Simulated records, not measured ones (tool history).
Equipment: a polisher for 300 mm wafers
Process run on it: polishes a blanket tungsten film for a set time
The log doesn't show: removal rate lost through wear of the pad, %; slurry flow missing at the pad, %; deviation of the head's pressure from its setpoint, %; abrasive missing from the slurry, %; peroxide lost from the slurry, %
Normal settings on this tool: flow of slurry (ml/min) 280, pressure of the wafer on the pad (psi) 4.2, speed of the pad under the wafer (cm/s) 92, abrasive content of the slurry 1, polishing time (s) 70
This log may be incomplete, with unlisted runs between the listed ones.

run   hour  flow of slurry (ml/min)  pressure of the wafer on the pad (psi)  speed of the pad under the wafer (cm/s)  abrasive content of the slurry  polishing time (s)  wafers since the last listed run  wafers polished on this pad  hours since the slurry nozzle was cleaned  hours since the head pressure was calibrated  hours since the slurry blender was calibrated  hours since the slurry got fresh peroxide  incoming thickness of the incoming film, nm  film removed (Å)
  1      0                      280                                     4.2                                       92                               1                  70                                 0                          421                                       42.9                                         586.7                                            5.8                                       59.9                                       1005.8              2826
  2    7.7                      280                                     4.2                                       92                               1                  70                                52                          474                                       50.6                                         594.4                                           13.5                                       67.6                                       1000.3              2767
  3     21                      280                                     4.2                                       92                               1                  70                                90                          564                                       63.9                                         607.7                                           26.8                                       80.9                                       1011.7              2746
  4   27.9                      280                                     4.2                                       92                               1                  70                                46                          611                                       70.8                                         614.6                                           33.7                                       87.8                                         1001              2786
  5   35.9                      255                                     4.2                                       92                               1                  79                                54                          666                                       78.8                                         622.6                                           41.7                                       95.8                                       1003.2              3080
  6   57.8                      280                                     4.2                                       92                             1.1                  70                               149                          815                                      100.7                                         644.5                                           63.6                                      117.7                                        992.8              2824
      87.1  -- slurry tank refilled with fresh slurry and peroxide
     101.1  -- worn pad replaced by a new one, repeated, since the last time left the tool worse
  7  103.1                      280                                     4.2                                       92                               1                  87                               274                           13                                        146                                         689.8                                          108.9                                         16                                        985.1              3898
  8  112.4                      280                                     4.2                                       92                             0.7                  70                                63                           76                                      155.3                                         699.1                                          118.2                                       25.3                                       1017.3              2809
  9  119.7                      220                                     3.8                                       92                               1                  47                                49                          126                                      162.6                                         706.4                                          125.5                                       32.6                                       1002.4              1864
 10  133.5                      240                                     3.7                                      122                               1                  70                                93                          220                                      176.4                                         720.2                                          139.3                                       46.4                                        986.8              3490
 11    143                      375                                     4.2                                       92                            0.75                  70                                64                          284                                      185.9                                         729.7                                          148.8                                       55.9                                       1013.2              2923
 12  154.8                      370                                     4.2                                       78                               1                  70                                80                          365                                      197.7                                         741.5                                          160.6                                       67.7                                          981              2710
 13  171.9                      310                                     3.5                                       92                               1                  70                               116                          481                                      214.8                                         758.6                                          177.7                                       84.8                                       1018.3              2597
 14    183                      280                                     4.2                                       92                               1                  70                                75                          556                                      225.9                                         769.7                                          188.8                                       95.9                                        995.1              3099
     188.5  -- head pressure recalibrated
 15  191.4                      280                                     4.2                                       84                             0.9                  70                                43                          600                                      234.3                                           2.9                                          197.2                                      104.3                                        982.9              2784
     227.9  -- slurry tank refilled with fresh slurry and peroxide
 16  235.4                      280                                     4.7                                      120                               1                  58                               292                          893                                      278.3                                          46.9                                          241.2                                        7.5                                        983.5              3542
 17  250.7                      280                                     4.2                                       80                               1                  48                               104                          997                                      293.6                                          62.2                                          256.5                                       22.8                                       1012.4              1861
 18  264.4                      315                                     3.1                                       92                               1                  70                                93                         1090                                      307.3                                          75.9                                          270.2                                       36.5                                        993.4              2208
 19  272.5                      280                                     4.2                                       92                               1                  70                                55                         1145                                      315.4                                            84                                          278.3                                       44.6                                        992.8              2945
 20  280.6                      335                                     4.9                                       92                               1                  70                                55                         1200                                      323.5                                          92.1                                          286.4                                       52.7                                        998.5              3576
 21  297.5                      280                                     4.2                                       76                               1                  84                               114                         1315                                      340.4                                           109                                          303.3                                       69.6                                          983              2991
       300  -- slurry nozzle cleaned
     302.4  -- worn pad replaced by a new one
 22  349.2                      280                                     4.7                                      120                               1                  58                               329                          318                                       49.2                                         160.7                                            355                                      121.3                                       1016.5              3707
     357.4  -- slurry blender recalibrated
 23  357.9                      280                                     4.2                                       84                             0.9                  70                                45                          364                                       57.9                                         169.4                                            0.5                                        130                                       1011.1              2789
     359.5  -- slurry tank refilled with fresh slurry and peroxide
 24  367.3                      280                                     5.3                                      118                            0.85                  70                                57                          421                                       67.3                                         178.8                                            9.9                                        7.8                                        997.7              4656
 25  385.1                      280                                     4.2                                       92                            0.75                  70                               121                          542                                       85.1                                         196.6                                           27.7                                       25.6                                       1003.6              2831
 26  402.7                      335                                     4.2                                       76                               1                  70                               119                          662                                      102.7                                         214.2                                           45.3                                       43.2                                        994.3              2673

Below are 4 alternative next runs, each starting from the tool's condition after run 26. Predict each:
  A  403.1                      280                                     4.2                                       92                               1                  70                                 2                          664                                      103.1                                         214.6                                           45.7                                       43.6                                       1012.8                 ?
  B  403.1                      280                                     4.2                                       74                               1                  84                                 2                          664                                      103.1                                         214.6                                           45.7                                       43.6                                       1012.8                 ?
  C  403.1                      240                                       5                                       92                             0.8                  64                                 2                          664                                      103.1                                         214.6                                           45.7                                       43.6                                       1012.8                 ?
  D  403.1                      280                                     4.7                                       92                               1                  70                                 2                          664                                      103.1                                         214.6                                           45.7                                       43.6                                       1012.8                 ?

run  film removed (Å)
  A              3059
  B              3039
  C              3051
  D              3423
The same runs, with their run-to-run variation unchanged, on a tool lacking any hidden condition would have given:
run  film removed (Å)
  A              3123
  B              3103
  C              3115
  D              3495
